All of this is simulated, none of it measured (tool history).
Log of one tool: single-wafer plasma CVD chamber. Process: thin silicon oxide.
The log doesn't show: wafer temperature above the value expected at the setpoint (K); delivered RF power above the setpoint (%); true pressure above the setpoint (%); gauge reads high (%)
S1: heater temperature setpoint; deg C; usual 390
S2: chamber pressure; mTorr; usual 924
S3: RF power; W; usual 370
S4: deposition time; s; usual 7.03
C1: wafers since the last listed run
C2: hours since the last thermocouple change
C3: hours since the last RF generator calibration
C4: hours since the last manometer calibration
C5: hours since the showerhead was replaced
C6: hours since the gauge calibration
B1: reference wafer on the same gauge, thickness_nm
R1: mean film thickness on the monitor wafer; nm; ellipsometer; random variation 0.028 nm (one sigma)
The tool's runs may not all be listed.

| run | hour | S1 | S2 | S3 | S4 | C1 | C2 | C3 | C4 | C5 | C6 | B1 | R1 |
|---|---|---|---|---|---|---|---|---|---|---|---|---|---|
| 1 | 0.0 | 397 | 924 | 370 | 7.03 | 0 | 2636.0 | 2186.9 | 2201.3 | 5863.3 | 351.3 | 17.987 | 16.482 |
| 2 | 9.2 | 397 | 924 | 370 | 7.03 | 238 | 2645.2 | 2196.1 | 2210.5 | 5872.5 | 360.5 | 17.985 | 16.490 |
| 3 | 15.6 | 390 | 924 | 370 | 7.03 | 166 | 2651.6 | 2202.5 | 2216.9 | 5878.9 | 366.9 | 18.007 | 16.556 |
| 4 | 25.3 | 390 | 924 | 310 | 7.03 | 251 | 2661.3 | 2212.2 | 2226.6 | 5888.6 | 376.6 | 18.003 | 15.321 |
| 5 | 38.1 | 390 | 924 | 310 | 7.03 | 332 | 2674.1 | 2225.0 | 2239.4 | 5901.4 | 389.4 | 18.014 | 15.341 |
|  | 47.4 | thermocouple changed; heater temperature recalibrated |
| 6 | 52.6 | 390 | 999 | 370 | 7.32 | 168 | 5.2 | 2239.5 | 2253.9 | 5915.9 | 403.9 | 18.011 | 17.845 |
| 7 | 61.1 | 390 | 999 | 370 | 7.32 | 220 | 13.7 | 2248.0 | 2262.4 | 5924.4 | 412.4 | 18.009 | 17.852 |
| 8 | 71.8 | 390 | 924 | 370 | 7.03 | 277 | 24.4 | 2258.7 | 2273.1 | 5935.1 | 423.1 | 17.994 | 16.515 |
| 9 | 84.6 | 381 | 1050 | 325 | 8.35 | 332 | 37.2 | 2271.5 | 2285.9 | 5947.9 | 435.9 | 18.009 | 19.797 |
|  | 96.2 | showerhead replaced, of another model than before |
| 10 | 96.7 | 398 | 997 | 370 | 6.11 | 106 | 49.3 | 2283.6 | 2298.0 | 0.5 | 448.0 | 17.996 | 14.772 |
| 11 | 106.2 | 386 | 1098 | 340 | 6.07 | 246 | 58.8 | 2293.1 | 2307.5 | 10.0 | 457.5 | 17.986 | 14.793 |
|  | 126.4 | capacitance manometer re-zeroed and calibrated |
| 12 | 126.9 | 390 | 1058 | 415 | 7.03 | 329 | 79.5 | 2313.8 | 0.5 | 30.7 | 478.2 | 17.992 | 18.913 |
| 13 | 129.1 | 390 | 1137 | 370 | 7.97 | 57 | 81.7 | 2316.0 | 2.7 | 32.9 | 480.4 | 17.996 | 20.958 |
| 14 | 144.9 | 390 | 1038 | 405 | 7.03 | 410 | 97.5 | 2331.8 | 18.5 | 48.7 | 496.2 | 17.996 | 18.451 |
|  | 183.7 | gauge calibrated |
| 15 | 185.1 | 380 | 924 | 370 | 8.38 | 1043 | 137.7 | 2372.0 | 58.7 | 88.9 | 1.4 | 17.990 | 19.314 |
| 16 | 196.3 | 390 | 987 | 370 | 7.03 | 290 | 148.9 | 2383.2 | 69.9 | 100.1 | 12.6 | 18.003 | 16.925 |
| 17 | 202.5 | 390 | 999 | 370 | 7.32 | 160 | 155.1 | 2389.4 | 76.1 | 106.3 | 18.8 | 18.009 | 17.766 |
|  | 257.8 | RF generator calibrated |
| 18 | 258.3 | 390 | 924 | 370 | 6.50 | 1240 | 210.9 | 0.5 | 131.9 | 162.1 | 74.6 | 17.989 | 15.667 |
| 19 | 270.0 | 390 | 924 | 370 | 6.23 | 303 | 222.6 | 12.2 | 143.6 | 173.8 | 86.3 | 18.002 | 15.018 |
| 20 | 284.0 | 390 | 924 | 300 | 6.55 | 363 | 236.6 | 26.2 | 157.6 | 187.8 | 100.3 | 18.005 | 13.541 |
| 21 | 301.6 | 390 | 924 | 370 | 7.03 | 456 | 254.2 | 43.8 | 175.2 | 205.4 | 117.9 | 18.005 | 16.929 |
| 22 | 314.3 | 390 | 843 | 370 | 7.03 | 329 | 266.9 | 56.5 | 187.9 | 218.1 | 130.6 | 18.004 | 15.845 |
| 23 | 320.5 | 390 | 924 | 370 | 7.03 | 160 | 273.1 | 62.7 | 194.1 | 224.3 | 136.8 | 18.003 | 16.894 |
| 24 | 331.5 | 390 | 924 | 370 | 7.03 | 285 | 284.1 | 73.7 | 205.1 | 235.3 | 147.8 | 17.988 | 16.908 |
| 25 | 344.3 | 390 | 999 | 370 | 7.32 | 332 | 296.9 | 86.5 | 217.9 | 248.1 | 160.6 | 17.998 | 18.583 |
| 26 | 356.1 | 390 | 1087 | 370 | 7.03 | 306 | 308.7 | 98.3 | 229.7 | 259.9 | 172.4 | 18.009 | 18.788 |
| 27 | 371.5 | 386 | 1058 | 295 | 5.96 | 399 | 324.1 | 113.7 | 245.1 | 275.3 | 187.8 | 17.994 | 13.270 |
| 28 | 388.6 | 394 | 713 | 390 | 7.03 | 443 | 341.2 | 130.8 | 262.2 | 292.4 | 204.9 | 17.998 | 14.162 |
| 29 | 402.4 | 390 | 924 | 370 | 8.06 | 358 | 355.0 | 144.6 | 276.0 | 306.2 | 218.7 | 17.987 | 19.383 |

Forecast each of these 4 alternatives for the next run:
| A | 402.8 | 390 | 924 | 370 | 7.03 | 10 | 355.4 | 145.0 | 276.4 | 306.6 | 219.1 | ? | ? |
| B | 402.8 | 385 | 924 | 320 | 7.95 | 10 | 355.4 | 145.0 | 276.4 | 306.6 | 219.1 | ? | ? |
| C | 402.8 | 390 | 924 | 370 | 7.71 | 10 | 355.4 | 145.0 | 276.4 | 306.6 | 219.1 | ? | ? |
| D | 402.8 | 390 | 924 | 300 | 7.03 | 10 | 355.4 | 145.0 | 276.4 | 306.6 | 219.1 | ? | ? |

| run | B1 | R1 |
|---|---|---|
| A | 17.999 | 16.863 |
| B | 17.999 | 17.308 |
| C | 17.999 | 18.490 |
| D | 17.999 | 14.487 |
Without the tool's hidden state the same runs would have given:
| run | R1 |
|---|---|
| A | 17.061 |
| B | 17.546 |
| C | 18.708 |
| D | 14.699 |
